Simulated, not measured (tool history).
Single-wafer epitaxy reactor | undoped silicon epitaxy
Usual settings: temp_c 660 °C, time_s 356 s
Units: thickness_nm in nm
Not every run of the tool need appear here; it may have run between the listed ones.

run   hour  temp_c  time_s  wafers since the last listed run  hours since the last pyrometer calibration  hours since the gauge calibration  read-back reference wafer on the same gauge, thickness_nm  thickness_nm
  1      0     660     356                                 0                                      2550.6                              163.7                                                     87.341         70.57
  2   13.5     660     356                                65                                      2564.1                              177.2                                                     87.142        70.152
  3   19.9     660     356                                30                                      2570.5                              183.6                                                     87.353        69.863
  4   28.2     660     356                                40                                      2578.8                              191.9                                                     87.416        69.742
  5   45.7     660     356                                84                                      2596.3                              209.4                                                     87.288        69.595
  6     59     660     356                                64                                      2609.6                              222.7                                                     87.241        69.429
  7   68.6     660     376                                46                                      2619.2                              232.3                                                     87.322        73.933
  8   85.6     660     376                                82                                      2636.2                              249.3                                                      87.41        73.548
     104.4  -- pyrometer calibrated
  9  104.9     660     376                                54                                         0.5                              268.6                                                     87.292        81.192
 10  116.7     660     329                                57                                        12.3                              280.4                                                     87.367        71.072
 11  134.6     660     329                                86                                        30.2                              298.3                                                      87.25        71.175
 12  167.8     660     371                               160                                        63.4                              331.5                                                     87.309        79.989
 13    184     650     395                                78                                        79.6                              347.7                                                     87.349        66.452
     191.3  -- gauge calibrated
 14  201.9     654     385                                86                                        97.5                               10.6                                                     87.285        71.904
 15  212.7     647     314                                52                                       108.3                               21.4                                                     87.149         49.19
 16  222.7     660     356                                48                                       118.3                               31.4                                                     87.376        76.745
 17  232.3     672     356                                46                                       127.9                                 41                                                     87.336       102.446
 18  241.9     660     356                                46                                       137.5                               50.6                                                      87.27        76.682
 19  254.2     648     311                                59                                       149.8                               62.9                                                     87.282        50.048
 20  261.8     660     356                                36                                       157.4                               70.5                                                     87.368        77.375
 21  271.4     646     291                                46                                         167                               80.1                                                     87.369        44.489
 22  277.9     655     338                                31                                       173.5                               86.6                                                     87.328        64.909
 23  293.4     660     356                                75                                         189                              102.1                                                      87.22        76.659
 24  318.4     660     395                               121                                         214                              127.1                                                     87.187         84.91

Here are 5 independent what-if runs from the current tool condition. What would each one return?
  A  318.9     660     356                                 2                                       214.5                              127.6                                                          ?             ?
  B  318.9     660     388                                 2                                       214.5                              127.6                                                          ?             ?
  C  318.9     674     425                                 2                                       214.5                              127.6                                                          ?             ?
  D  318.9     660     378                                 2                                       214.5                              127.6                                                          ?             ?
  E  318.9     668     401                                 2                                       214.5                              127.6                                                          ?             ?

run  read-back reference wafer on the same gauge, thickness_nm  thickness_nm
  A                                                     87.217        76.714
  B                                                     87.217        83.609
  C                                                     87.217       128.084
  D                                                     87.217        81.455
  E                                                     87.217       104.814
Take away the tool's hidden state, keep each run's random variation, and the runs would have read:
run  thickness_nm
  A        78.687
  B         85.76
  C       131.268
  D         83.55
  E       107.458

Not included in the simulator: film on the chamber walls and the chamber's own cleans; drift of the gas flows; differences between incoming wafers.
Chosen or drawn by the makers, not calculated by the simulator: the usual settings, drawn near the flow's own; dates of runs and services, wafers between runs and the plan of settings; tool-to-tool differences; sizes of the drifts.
